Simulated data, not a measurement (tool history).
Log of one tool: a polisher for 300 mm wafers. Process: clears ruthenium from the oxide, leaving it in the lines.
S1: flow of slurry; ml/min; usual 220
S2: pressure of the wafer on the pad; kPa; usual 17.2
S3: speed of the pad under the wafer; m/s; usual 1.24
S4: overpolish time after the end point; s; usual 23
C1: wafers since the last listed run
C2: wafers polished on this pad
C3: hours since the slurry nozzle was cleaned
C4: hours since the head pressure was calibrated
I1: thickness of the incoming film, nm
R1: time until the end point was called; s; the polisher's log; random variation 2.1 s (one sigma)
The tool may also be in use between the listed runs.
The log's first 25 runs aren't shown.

run 26 day=89.154 | S1=220 S2=17.2 S3=1.24 S4=23 | C1=606 C2=4945 C3=131.0 C4=834.1 | I1=190.0 | R1=124.8
run 27 day=91.879 | S1=220 S2=17.2 S3=1.24 S4=23 | C1=511 C2=5457 C3=196.4 C4=899.5 | I1=193.5 | R1=130.2
run 28 day=93.496 | S1=220 S2=23.4 S3=1.24 S4=18 | C1=303 C2=5761 C3=235.2 C4=938.3 | I1=193.1 | R1=101.6
-- day=94.808 worn pad replaced by a new one
-- day=97.300 head pressure recalibrated
run 29 day=97.688 | S1=220 S2=17.2 S3=1.10 S4=23 | C1=740 C2=524 C3=335.8 C4=9.3 | I1=189.5 | R1=129.1
run 30 day=99.771 | S1=220 S2=17.2 S3=0.94 S4=17 | C1=391 C2=916 C3=385.8 C4=59.3 | I1=194.1 | R1=157.3
run 31 day=105.258 | S1=275 S2=17.2 S3=0.96 S4=23 | C1=1030 C2=1946 C3=517.5 C4=191.0 | I1=190.9 | R1=156.0
run 32 day=109.146 | S1=240 S2=15.2 S3=1.08 S4=13 | C1=730 C2=2677 C3=610.8 C4=284.3 | I1=192.2 | R1=149.0
run 33 day=111.612 | S1=220 S2=17.2 S3=1.60 S4=23 | C1=463 C2=3140 C3=670.0 C4=343.5 | I1=189.8 | R1=91.5
-- day=113.921 slurry nozzle cleaned
run 34 day=115.296 | S1=220 S2=17.2 S3=1.24 S4=23 | C1=684 C2=3824 C3=33.0 C4=431.9 | I1=186.8 | R1=120.0
run 35 day=119.138 | S1=220 S2=17.2 S3=1.24 S4=23 | C1=721 C2=4546 C3=125.2 C4=524.1 | I1=190.7 | R1=125.0
run 36 day=122.367 | S1=200 S2=17.2 S3=1.24 S4=28 | C1=606 C2=5152 C3=202.7 C4=601.6 | I1=188.0 | R1=122.6

4 ways to go on from here, each from the tool as it stands after run 36. What would each give?
run A day=122.388 | S1=240 S2=17.2 S3=1.24 S4=23 | C1=3 C2=5156 C3=203.2 C4=602.1 | I1=190.1 | R1=?
run B day=122.388 | S1=240 S2=11.7 S3=0.96 S4=31 | C1=3 C2=5156 C3=203.2 C4=602.1 | I1=190.1 | R1=?
run C day=122.388 | S1=190 S2=22.1 S3=1.24 S4=23 | C1=3 C2=5156 C3=203.2 C4=602.1 | I1=190.1 | R1=?
run D day=122.388 | S1=220 S2=17.2 S3=1.12 S4=23 | C1=3 C2=5156 C3=203.2 C4=602.1 | I1=190.1 | R1=?

run=A R1=120.0
run=B R1=193.6
run=C R1=105.5
run=D R1=134.3
Without the tool's hidden state the same runs would have given:
run=A R1=113.7
run=B R1=183.4
run=C R1=99.9
run=D R1=127.2
